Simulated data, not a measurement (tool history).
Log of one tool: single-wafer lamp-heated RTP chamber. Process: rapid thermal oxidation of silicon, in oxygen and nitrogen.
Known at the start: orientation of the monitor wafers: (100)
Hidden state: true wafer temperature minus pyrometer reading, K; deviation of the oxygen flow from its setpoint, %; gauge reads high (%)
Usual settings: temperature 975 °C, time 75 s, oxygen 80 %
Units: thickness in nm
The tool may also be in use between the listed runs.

run   hour  temperature  time  oxygen  wafers since the last listed run  wafers since the last pyrometer calibration  hours since the oxygen flow controller was replaced  hours since the gauge calibration  read-back reference wafer on the same gauge, thickness  thickness
  1    0.0          975    75      80                                 0                                         1171                                               3918.5                               22.5                                                   4.621      4.813
  2    6.7          975    75      80                                65                                         1237                                               3925.2                               29.2                                                   4.621      4.803
  3   18.0          975    75      80                               110                                         1347                                               3936.5                               40.5                                                   4.620      4.810
  4   28.1          962    97      80                                98                                         1445                                               3946.6                               50.6                                                   4.621      4.897
  5   42.1          975    75      80                               136                                         1581                                               3960.6                               64.6                                                   4.619      4.818
  6   52.4          975    96      65                               100                                         1682                                               3970.9                               74.9                                                   4.621      4.984
  7   65.3          975    96      65                               125                                         1807                                               3983.8                               87.8                                                   4.619      4.998
  8  102.4          975    89      92                               361                                         2169                                               4020.9                              124.9                                                   4.620      5.446
     124.7  -- pyrometer window cleaned and pyrometer calibrated
  9  125.2          975    89      92                               144                                            5                                               4043.7                              147.7                                                   4.619      5.379
 10  127.0          975    75      80                                17                                           22                                               4045.5                              149.5                                                   4.620      4.758
 11  141.2          975    75      80                               138                                          161                                               4059.7                              163.7                                                   4.618      4.771
     147.2  -- gauge calibrated
 12  148.6          983    64      67                                72                                          233                                               4067.1                                1.4                                                   4.621      4.467
 13  164.7         1004    46      71                               156                                          390                                               4083.2                               17.5                                                   4.620      4.593
     179.5  -- oxygen flow controller replaced
 14  180.0          945    75      90                                71                                          461                                                  0.5                               32.8                                                   4.620      3.994
 15  189.7          947    75      80                                94                                          555                                                 10.2                               42.5                                                   4.621      3.921
 16  206.0          983    75      80                               158                                          714                                                 26.5                               58.8                                                   4.620      5.088
 17  214.1          975    75      80                                78                                          793                                                 34.6                               66.9                                                   4.619      4.808
 18  226.8          975    75      80                               123                                          917                                                 47.3                               79.6                                                   4.619      4.811
 19  239.3          999    75      80                               121                                         1038                                                 59.8                               92.1                                                   4.621      5.743
 20  255.5          975    75      80                               157                                         1196                                                 76.0                              108.3                                                   4.619      4.804
 21  265.0          958    75      80                                92                                         1289                                                 85.5                              117.8                                                   4.621      4.251
 22  277.7          975    75      98                               123                                         1412                                                 98.2                              130.5                                                   4.621      5.169
 23  288.4          975    41      70                               104                                         1517                                                108.9                              141.2                                                   4.621      3.605

3 ways to go on from here, each from the tool as it stands after run 23. What would each give?
  A  288.8          975    75      88                                 3                                         1520                                                109.3                              141.6                                                       ?          ?
  B  288.8          975    49      63                                 3                                         1520                                                109.3                              141.6                                                       ?          ?
  C  288.8          975    58      94                                 3                                         1520                                                109.3                              141.6                                                       ?          ?

run  read-back reference wafer on the same gauge, thickness  thickness
  A                                                   4.619      4.978
  B                                                   4.619      3.743
  C                                                   4.619      4.558
Without the tool's hidden state the same runs would have given:
run  thickness
  A      4.918
  B      3.702
  C      4.504
